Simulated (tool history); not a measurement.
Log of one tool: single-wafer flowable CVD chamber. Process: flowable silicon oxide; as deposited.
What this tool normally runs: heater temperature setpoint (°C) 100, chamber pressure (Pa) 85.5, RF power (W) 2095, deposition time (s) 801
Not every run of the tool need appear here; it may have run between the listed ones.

run	hour	heater temperature setpoint (°C)	chamber pressure (Pa)	RF power (W)	deposition time (s)	wafers since the last listed run	hours since the last thermocouple change	hours since the last RF generator calibration	hours since the last manometer calibration	hours since the showerhead was replaced	hours since the gauge calibration	read-back reference wafer on the same gauge, thickness_nm	mean film thickness on the monitor wafer (angstrom)
1	0	100	85.5	2095	801	0	721.2	1274.9	1677.7	7.8	724.4	451.493	4198.42
# hour 11.6: capacitance manometer re-zeroed and calibrated
2	12.1	100	85.5	2095	801	13	733.3	1287	0.5	19.9	736.5	450.269	3832.73
3	22.5	100	85.5	2095	801	35	743.7	1297.4	10.9	30.3	746.9	450.655	3861.72
4	31.7	100	85.5	2095	801	31	752.9	1306.6	20.1	39.5	756.1	451.238	3838.59
# hour 45.4: gauge calibrated
5	46.4	100	85.5	2095	801	49	767.6	1321.3	34.8	54.2	1	450.876	3874.85
6	54.2	100	85.5	2095	801	26	775.4	1329.1	42.6	62	8.8	450.831	3886.38
7	69.5	108	85.5	2095	801	51	790.7	1344.4	57.9	77.3	24.1	451.259	2849.66
8	79.2	88	66.8	2295	801	32	800.4	1354.1	67.6	87	33.8	450.913	4822.09
9	87	100	85.5	2095	801	26	808.2	1361.9	75.4	94.8	41.6	450.793	3875.87
10	96.8	100	85.5	2095	882	33	818	1371.7	85.2	104.6	51.4	450.795	4255.72
11	111.9	100	85.5	2095	801	51	833.1	1386.8	100.3	119.7	66.5	450.45	3905.93
12	126	93	101.9	2095	801	47	847.2	1400.9	114.4	133.8	80.6	451.013	6111.98
13	133.3	100	79.2	2095	801	24	854.5	1408.2	121.7	141.1	87.9	450.76	3624.21
14	148	100	85.5	2095	801	49	869.2	1422.9	136.4	155.8	102.6	451.547	3917.15
15	161.9	100	98.1	2095	913	47	883.1	1436.8	150.3	169.7	116.5	451.667	5173.35
# hour 174.4: thermocouple changed; heater temperature recalibrated
16	174.9	86	85.5	2095	801	16	0.5	1449.8	163.3	182.7	129.5	450.93	6551.82
17	184.1	88	66.8	2295	801	31	9.7	1459	172.5	191.9	138.7	450.405	4870.93
18	193.2	93	80	2380	689	30	18.8	1468.1	181.6	201	147.8	451.77	4216.97
19	201.8	92	67.9	1885	915	29	27.4	1476.7	190.2	209.6	156.4	451.359	4768.29
# hour 210.7: RF generator calibrated
20	219.2	113	85.5	2095	801	31	44.8	8.5	207.6	227	173.8	451.684	2437.7
21	232.2	100	85.5	2095	801	44	57.8	21.5	220.6	240	186.8	451.521	3956.42
22	245.3	100	85.5	1755	704	44	70.9	34.6	233.7	253.1	199.9	451.029	3326.53

Estimate the outcome of run 23 from the log above:
23	255.8	100	85.5	2405	801	35	81.4	45.1	244.2	263.6	210.4	?	?

Run 23 yielded read-back reference wafer on the same gauge, thickness_nm 451.268, mean film thickness on the monitor wafer (angstrom) 4061.7.
Minus the tool's unlogged condition, the same run would have read mean film thickness on the monitor wafer (angstrom) 3949.54.
